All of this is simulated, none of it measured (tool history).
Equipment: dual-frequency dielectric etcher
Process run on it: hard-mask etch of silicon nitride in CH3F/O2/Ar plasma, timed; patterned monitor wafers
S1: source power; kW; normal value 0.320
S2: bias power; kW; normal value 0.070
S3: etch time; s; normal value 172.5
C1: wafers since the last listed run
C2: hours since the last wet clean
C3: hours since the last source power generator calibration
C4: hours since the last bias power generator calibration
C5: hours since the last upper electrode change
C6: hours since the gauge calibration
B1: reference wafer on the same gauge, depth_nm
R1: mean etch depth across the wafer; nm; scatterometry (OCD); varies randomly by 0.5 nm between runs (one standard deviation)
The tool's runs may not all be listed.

| run | day | S1 | S2 | S3 | C1 | C2 | C3 | C4 | C5 | C6 | B1 | R1 |
|---|---|---|---|---|---|---|---|---|---|---|---|---|
| 1 | 0.000 | 0.320 | 0.070 | 172.5 | 0 | 450.5 | 3901.4 | 3419.3 | 4393.6 | 1159.0 | 116.9 | 102.5 |
|  | 2.375 | wet clean of the chamber |
| 2 | 4.238 | 0.320 | 0.070 | 172.5 | 376 | 44.7 | 4003.1 | 3521.0 | 4495.3 | 1260.7 | 117.0 | 107.0 |
| 3 | 5.771 | 0.320 | 0.070 | 172.5 | 178 | 81.5 | 4039.9 | 3557.8 | 4532.1 | 1297.5 | 117.0 | 106.8 |
| 4 | 7.346 | 0.320 | 0.070 | 172.5 | 183 | 119.3 | 4077.7 | 3595.6 | 4569.9 | 1335.3 | 117.3 | 105.4 |
| 5 | 8.958 | 0.320 | 0.070 | 172.5 | 187 | 158.0 | 4116.4 | 3634.3 | 4608.6 | 1374.0 | 117.0 | 106.1 |
|  | 9.212 | bias power generator calibrated |
| 6 | 11.783 | 0.320 | 0.070 | 172.5 | 309 | 225.8 | 4184.2 | 61.7 | 4676.4 | 1441.8 | 117.0 | 104.8 |
| 7 | 12.850 | 0.320 | 0.070 | 172.5 | 124 | 251.4 | 4209.8 | 87.3 | 4702.0 | 1467.4 | 116.8 | 105.0 |
| 8 | 14.246 | 0.320 | 0.070 | 172.5 | 162 | 284.9 | 4243.3 | 120.8 | 4735.5 | 1500.9 | 116.7 | 103.2 |
| 9 | 16.971 | 0.380 | 0.084 | 191.5 | 316 | 350.3 | 4308.7 | 186.2 | 4800.9 | 1566.3 | 117.0 | 130.3 |
|  | 20.796 | wet clean of the chamber |
| 10 | 20.817 | 0.390 | 0.070 | 172.5 | 330 | 0.5 | 4401.0 | 278.5 | 4893.2 | 1658.6 | 117.0 | 118.4 |
| 11 | 20.979 | 0.250 | 0.070 | 224.0 | 18 | 4.4 | 4404.9 | 282.4 | 4897.1 | 1662.5 | 117.2 | 126.2 |
| 12 | 23.200 | 0.320 | 0.070 | 172.5 | 258 | 57.7 | 4458.2 | 335.7 | 4950.4 | 1715.8 | 117.1 | 107.2 |
| 13 | 25.825 | 0.320 | 0.070 | 172.5 | 305 | 120.7 | 4521.2 | 398.7 | 5013.4 | 1778.8 | 116.8 | 107.8 |
|  | 26.862 | upper electrode replaced, of another model than before |
|  | 27.642 | gauge calibrated |
| 14 | 28.417 | 0.320 | 0.053 | 172.5 | 185 | 182.9 | 4583.4 | 460.9 | 37.3 | 18.6 | 117.0 | 92.6 |
|  | 28.988 | source power generator calibrated |
| 15 | 30.912 | 0.320 | 0.070 | 132.5 | 270 | 242.8 | 46.2 | 520.8 | 97.2 | 78.5 | 116.9 | 81.0 |
| 16 | 31.979 | 0.270 | 0.082 | 204.5 | 124 | 268.4 | 71.8 | 546.4 | 122.8 | 104.1 | 116.9 | 126.8 |
| 17 | 34.429 | 0.320 | 0.070 | 172.5 | 284 | 327.2 | 130.6 | 605.2 | 181.6 | 162.9 | 117.1 | 103.9 |
| 18 | 38.804 | 0.320 | 0.070 | 139.0 | 508 | 432.2 | 235.6 | 710.2 | 286.6 | 267.9 | 116.9 | 82.7 |
| 19 | 40.275 | 0.320 | 0.070 | 172.5 | 171 | 467.5 | 270.9 | 745.5 | 321.9 | 303.2 | 117.0 | 102.7 |
|  | 41.575 | wet clean of the chamber |
| 20 | 42.575 | 0.320 | 0.075 | 172.5 | 151 | 24.0 | 326.1 | 800.7 | 377.1 | 358.4 | 117.0 | 110.8 |
| 21 | 45.125 | 0.320 | 0.081 | 172.5 | 296 | 85.2 | 387.3 | 861.9 | 438.3 | 419.6 | 117.2 | 115.0 |
| 22 | 46.629 | 0.320 | 0.070 | 172.5 | 174 | 121.3 | 423.4 | 898.0 | 474.4 | 455.7 | 117.0 | 105.8 |
| 23 | 48.975 | 0.390 | 0.076 | 172.5 | 272 | 177.6 | 479.7 | 954.3 | 530.7 | 512.0 | 117.1 | 116.0 |
| 24 | 51.404 | 0.320 | 0.070 | 172.5 | 282 | 235.9 | 538.0 | 1012.6 | 589.0 | 570.3 | 117.2 | 104.1 |
| 25 | 54.017 | 0.320 | 0.064 | 172.5 | 303 | 298.6 | 600.7 | 1075.3 | 651.7 | 633.0 | 117.1 | 99.7 |
| 26 | 55.754 | 0.370 | 0.061 | 192.5 | 202 | 340.3 | 642.4 | 1117.0 | 693.4 | 674.7 | 117.1 | 112.7 |

Run 27 comes next. What will it give?
| 27 | 57.733 | 0.240 | 0.063 | 146.0 | 230 | 387.8 | 689.9 | 1164.5 | 740.9 | 722.2 | ? | ? |

Run 27 gave B1 117.1, R1 76.3 nm.
Were there no unlogged condition in the tool, this run, its random variation unchanged, would have produced R1 79.8 nm.

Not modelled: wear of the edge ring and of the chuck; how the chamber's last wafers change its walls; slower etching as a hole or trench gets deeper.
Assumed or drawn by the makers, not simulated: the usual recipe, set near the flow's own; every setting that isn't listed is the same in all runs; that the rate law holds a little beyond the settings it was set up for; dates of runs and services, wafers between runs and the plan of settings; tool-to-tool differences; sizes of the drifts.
